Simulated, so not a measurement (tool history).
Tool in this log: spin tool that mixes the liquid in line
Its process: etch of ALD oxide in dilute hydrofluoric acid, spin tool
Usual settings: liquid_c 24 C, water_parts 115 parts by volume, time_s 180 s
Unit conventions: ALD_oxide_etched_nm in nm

run     day  liquid_c  water_parts  time_s  read-back film thickness of the ALD oxide reference wafer, read on the same gauge (nm)  ALD_oxide_etched_nm
  1       0        24          115     180                                                                                  119.96                14.28
      0.275  -- gauge calibrated
  2   4.033        24          115     180                                                                                  119.98                14.03
  3   5.942        24          115     180                                                                                  119.99                13.86
  4     9.6        24          115     180                                                                                  120.01                13.61
  5  12.138        24          115     180                                                                                  119.97                13.76
     13.875  -- thermometer replaced
  6  18.508        24          115     180                                                                                  119.99                14.44
  7  21.458        24          115     125                                                                                  119.98                 9.93
  8  27.983        24          115     125                                                                                  120.03                 9.56
     28.258  -- gauge calibrated
  9  29.942        24          115     180                                                                                  120.01                 13.8
 10  31.671      26.5          150     260                                                                                  119.98                15.95
       32.5  -- hydrofluoric acid flow meter replaced
 11  34.354        20          155     105                                                                                  120.05                    5
 12  36.692        21          115     215                                                                                  119.99                 14.8
 13  38.204        29          115     180                                                                                  119.99                 16.9
     40.117  -- thermometer replaced
 14  40.471        24          115     180                                                                                  119.98                14.91
 15  43.179        22          145     245                                                                                     120                14.43
 16  45.821        24          115     180                                                                                     120                14.57

Below are 4 alternative next runs, each starting from the tool's condition after run 16. Predict each:
  A  45.842        24          115     180                                                                                       ?                    ?
  B  45.842        21           55     180                                                                                       ?                    ?
  C  45.842        28           90     180                                                                                       ?                    ?
  D  45.842        24          115     230                                                                                       ?                    ?

run  read-back film thickness of the ALD oxide reference wafer, read on the same gauge (nm)  ALD_oxide_etched_nm
  A                                                                                  120.02                14.75
  B                                                                                  120.02                29.35
  C                                                                                  120.02                22.75
  D                                                                                  120.02                18.85
With no hidden state in the tool, these same runs would have given:
run  ALD_oxide_etched_nm
  A                15.39
  B                30.65
  C                23.72
  D                19.67
